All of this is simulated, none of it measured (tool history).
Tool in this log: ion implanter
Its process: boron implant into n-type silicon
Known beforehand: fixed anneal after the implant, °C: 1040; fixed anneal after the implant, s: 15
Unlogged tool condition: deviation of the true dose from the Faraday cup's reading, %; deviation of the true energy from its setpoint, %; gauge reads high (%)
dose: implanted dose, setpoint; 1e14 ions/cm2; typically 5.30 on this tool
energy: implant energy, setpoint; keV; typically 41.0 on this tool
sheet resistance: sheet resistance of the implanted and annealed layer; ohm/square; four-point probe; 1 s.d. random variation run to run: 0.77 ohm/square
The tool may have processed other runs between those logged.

| run | day | dose | energy | wafers since the last listed run | hours since the last dose calibration | hours since the extraction supply was calibrated | hours since the gauge calibration | read-back reference wafer on the same gauge, sheet resistance | sheet resistance |
|---|---|---|---|---|---|---|---|---|---|
| 1 | 0.000 | 5.30 | 41.0 | 0 | 814.4 | 5568.8 | 10.6 | 190.02 | 205.65 |
| 2 | 1.017 | 5.30 | 41.0 | 394 | 838.8 | 5593.2 | 35.0 | 190.10 | 205.41 |
| 3 | 2.138 | 4.88 | 41.0 | 434 | 865.7 | 5620.1 | 61.9 | 190.02 | 220.97 |
| 4 | 3.267 | 4.88 | 41.0 | 438 | 892.8 | 5647.2 | 89.0 | 189.93 | 221.73 |
| 5 | 3.962 | 5.30 | 41.0 | 269 | 909.5 | 5663.9 | 105.7 | 190.13 | 206.49 |
| 6 | 5.125 | 5.30 | 41.0 | 450 | 937.4 | 5691.8 | 133.6 | 189.85 | 205.77 |
| 7 | 6.288 | 5.30 | 41.0 | 450 | 965.3 | 5719.7 | 161.5 | 190.01 | 207.48 |
|  | 7.979 | Faraday cup replaced and dose calibrated |
| 8 | 8.000 | 4.20 | 41.0 | 535 | 0.5 | 5760.8 | 202.6 | 190.09 | 242.80 |
| 9 | 8.267 | 5.30 | 44.5 | 103 | 6.9 | 5767.2 | 209.0 | 190.08 | 197.96 |
| 10 | 9.112 | 5.30 | 44.5 | 328 | 27.2 | 5787.5 | 229.3 | 190.00 | 198.62 |
| 11 | 10.288 | 5.30 | 44.5 | 455 | 55.4 | 5815.7 | 257.5 | 189.99 | 198.77 |
| 12 | 11.700 | 5.30 | 34.5 | 547 | 89.3 | 5849.6 | 291.4 | 190.11 | 205.84 |
| 13 | 12.975 | 5.30 | 34.5 | 494 | 119.9 | 5880.2 | 322.0 | 189.94 | 202.46 |
| 14 | 13.921 | 5.30 | 41.0 | 366 | 142.6 | 5902.9 | 344.7 | 189.88 | 200.29 |
| 15 | 14.483 | 4.34 | 35.0 | 218 | 156.1 | 5916.4 | 358.2 | 189.89 | 241.42 |
| 16 | 15.250 | 5.30 | 53.5 | 297 | 174.5 | 5934.8 | 376.6 | 190.12 | 195.23 |
| 17 | 17.917 | 5.30 | 41.0 | 1034 | 238.5 | 5998.8 | 440.6 | 189.87 | 202.47 |
| 18 | 19.500 | 4.68 | 45.0 | 614 | 276.5 | 6036.8 | 478.6 | 190.08 | 221.16 |
| 19 | 20.862 | 5.30 | 41.0 | 528 | 309.2 | 6069.5 | 511.3 | 190.07 | 201.89 |
| 20 | 21.492 | 5.30 | 33.5 | 244 | 324.3 | 6084.6 | 526.4 | 189.98 | 205.94 |
|  | 21.842 | extraction supply calibrated |
| 21 | 22.775 | 5.30 | 41.0 | 368 | 355.1 | 22.4 | 557.2 | 190.02 | 201.33 |
| 22 | 23.604 | 6.06 | 35.0 | 321 | 375.0 | 42.3 | 577.1 | 189.95 | 183.39 |
| 23 | 24.662 | 5.76 | 47.0 | 410 | 400.4 | 67.7 | 602.5 | 189.92 | 186.13 |
|  | 26.283 | gauge calibrated |
| 24 | 27.254 | 5.76 | 47.0 | 1005 | 462.6 | 129.9 | 23.3 | 190.05 | 187.28 |
| 25 | 27.983 | 5.30 | 41.0 | 282 | 480.1 | 147.4 | 40.8 | 189.85 | 204.65 |
| 26 | 29.204 | 5.30 | 41.0 | 473 | 509.4 | 176.7 | 70.1 | 189.98 | 202.32 |
| 27 | 29.821 | 4.48 | 48.5 | 239 | 524.2 | 191.5 | 84.9 | 189.79 | 229.11 |
| 28 | 30.979 | 6.82 | 55.0 | 449 | 552.0 | 219.3 | 112.7 | 189.91 | 159.57 |
| 29 | 31.925 | 6.07 | 41.0 | 366 | 574.7 | 242.0 | 135.4 | 190.00 | 180.19 |
| 30 | 32.933 | 5.30 | 41.0 | 391 | 598.9 | 266.2 | 159.6 | 190.16 | 203.07 |
| 31 | 33.621 | 4.56 | 48.0 | 266 | 615.4 | 282.7 | 176.1 | 190.14 | 228.09 |
| 32 | 34.688 | 3.87 | 47.0 | 413 | 641.0 | 308.3 | 201.7 | 190.04 | 258.10 |
| 33 | 35.258 | 5.30 | 27.5 | 221 | 654.7 | 322.0 | 215.4 | 190.00 | 212.50 |
| 34 | 36.096 | 4.12 | 41.0 | 324 | 674.8 | 342.1 | 235.5 | 189.94 | 250.60 |
| 35 | 36.896 | 6.30 | 46.5 | 310 | 694.0 | 361.3 | 254.7 | 189.97 | 175.38 |
| 36 | 37.683 | 5.71 | 52.5 | 305 | 712.9 | 380.2 | 273.6 | 190.17 | 186.40 |

Consider 5 possible next runs. They are alternatives, not a sequence: every one starts from the tool as it was left by run 36. What does each give?
| A | 37.700 | 5.30 | 41.0 | 6 | 713.3 | 380.6 | 274.0 | ? | ? |
| B | 37.700 | 5.85 | 28.5 | 6 | 713.3 | 380.6 | 274.0 | ? | ? |
| C | 37.700 | 6.01 | 33.5 | 6 | 713.3 | 380.6 | 274.0 | ? | ? |
| D | 37.700 | 4.40 | 46.0 | 6 | 713.3 | 380.6 | 274.0 | ? | ? |
| E | 37.700 | 6.09 | 32.0 | 6 | 713.3 | 380.6 | 274.0 | ? | ? |

| run | read-back reference wafer on the same gauge, sheet resistance | sheet resistance |
|---|---|---|
| A | 190.07 | 203.77 |
| B | 190.07 | 195.51 |
| C | 190.07 | 187.75 |
| D | 190.07 | 234.76 |
| E | 190.07 | 186.64 |
Take away the tool's hidden state, keep each run's random variation, and the runs would have read:
| run | sheet resistance |
|---|---|
| A | 199.90 |
| B | 191.76 |
| C | 184.18 |
| D | 230.30 |
| E | 183.09 |
